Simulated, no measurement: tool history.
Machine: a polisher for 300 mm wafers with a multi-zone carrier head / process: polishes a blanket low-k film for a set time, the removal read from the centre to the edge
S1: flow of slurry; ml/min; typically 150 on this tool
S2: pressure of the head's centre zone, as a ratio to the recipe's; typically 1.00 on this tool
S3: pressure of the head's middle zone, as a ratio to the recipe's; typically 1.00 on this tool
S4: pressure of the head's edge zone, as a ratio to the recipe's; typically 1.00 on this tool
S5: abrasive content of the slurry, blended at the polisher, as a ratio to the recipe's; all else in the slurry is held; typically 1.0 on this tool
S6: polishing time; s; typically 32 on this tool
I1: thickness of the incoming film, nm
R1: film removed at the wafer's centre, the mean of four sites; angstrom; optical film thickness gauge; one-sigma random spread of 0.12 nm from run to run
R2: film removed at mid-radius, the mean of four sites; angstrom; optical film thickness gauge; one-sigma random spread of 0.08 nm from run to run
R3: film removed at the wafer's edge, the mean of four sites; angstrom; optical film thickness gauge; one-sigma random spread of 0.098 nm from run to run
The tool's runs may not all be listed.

run 1 hour=0.0 | S1=150 S2=1.00 S3=1.00 S4=1.00 S5=1.0 S6=32 | I1=610.0 | R1=118 R2=114 R3=116
run 2 hour=14.9 | S1=150 S2=1.00 S3=1.00 S4=1.00 S5=1.0 S6=32 | I1=614.4 | R1=115 R2=113 R3=115
run 3 hour=28.1 | S1=150 S2=1.00 S3=1.00 S4=1.00 S5=1.0 S6=32 | I1=603.8 | R1=115 R2=111 R3=113
-- hour=56.0 worn pad replaced by a new one
run 4 hour=56.5 | S1=150 S2=1.00 S3=1.00 S4=1.00 S5=1.0 S6=32 | I1=620.4 | R1=128 R2=121 R3=122
run 5 hour=75.5 | S1=150 S2=1.00 S3=1.00 S4=1.00 S5=1.0 S6=32 | I1=610.4 | R1=126 R2=118 R3=120
run 6 hour=93.9 | S1=150 S2=1.00 S3=1.00 S4=1.00 S5=1.0 S6=32 | I1=600.8 | R1=126 R2=117 R3=119
run 7 hour=126.1 | S1=150 S2=1.00 S3=1.00 S4=1.00 S5=1.0 S6=40 | I1=603.3 | R1=150 R2=145 R3=145
run 8 hour=146.0 | S1=170 S2=1.00 S3=1.08 S4=1.00 S5=1.2 S6=32 | I1=604.9 | R1=133 R2=132 R3=126
run 9 hour=181.8 | S1=150 S2=1.06 S3=1.00 S4=1.00 S5=0.8 S6=32 | I1=596.8 | R1=112 R2=102 R3=103
-- hour=186.2 edge zone pressure recalibrated
run 10 hour=201.7 | S1=150 S2=1.00 S3=1.00 S4=1.00 S5=1.0 S6=32 | I1=613.9 | R1=115 R2=110 R3=110
run 11 hour=226.7 | S1=150 S2=1.00 S3=1.00 S4=1.00 S5=1.0 S6=32 | I1=603.4 | R1=114 R2=109 R3=111
-- hour=240.3 worn pad replaced by a new one
run 12 hour=256.4 | S1=150 S2=1.00 S3=1.00 S4=1.00 S5=1.0 S6=32 | I1=598.7 | R1=125 R2=118 R3=121
run 13 hour=282.6 | S1=150 S2=1.00 S3=1.00 S4=1.06 S5=1.0 S6=32 | I1=610.7 | R1=125 R2=117 R3=120

What does the tool deliver on the next run?
-- hour=296.9 slurry nozzle cleaned
-- hour=315.2 centre zone pressure recalibrated
run 14 hour=315.7 | S1=125 S2=1.00 S3=1.00 S4=0.92 S5=1.0 S6=28 | I1=622.0 | R1=? R2=? R3=?

R1: 94 angstrom
R2: 99 angstrom
R3: 96 angstrom
With the hidden condition absent and the run-to-run variation left alone, this run would have shown R1 101 angstrom, R2 105 angstrom, R3 101 angstrom.
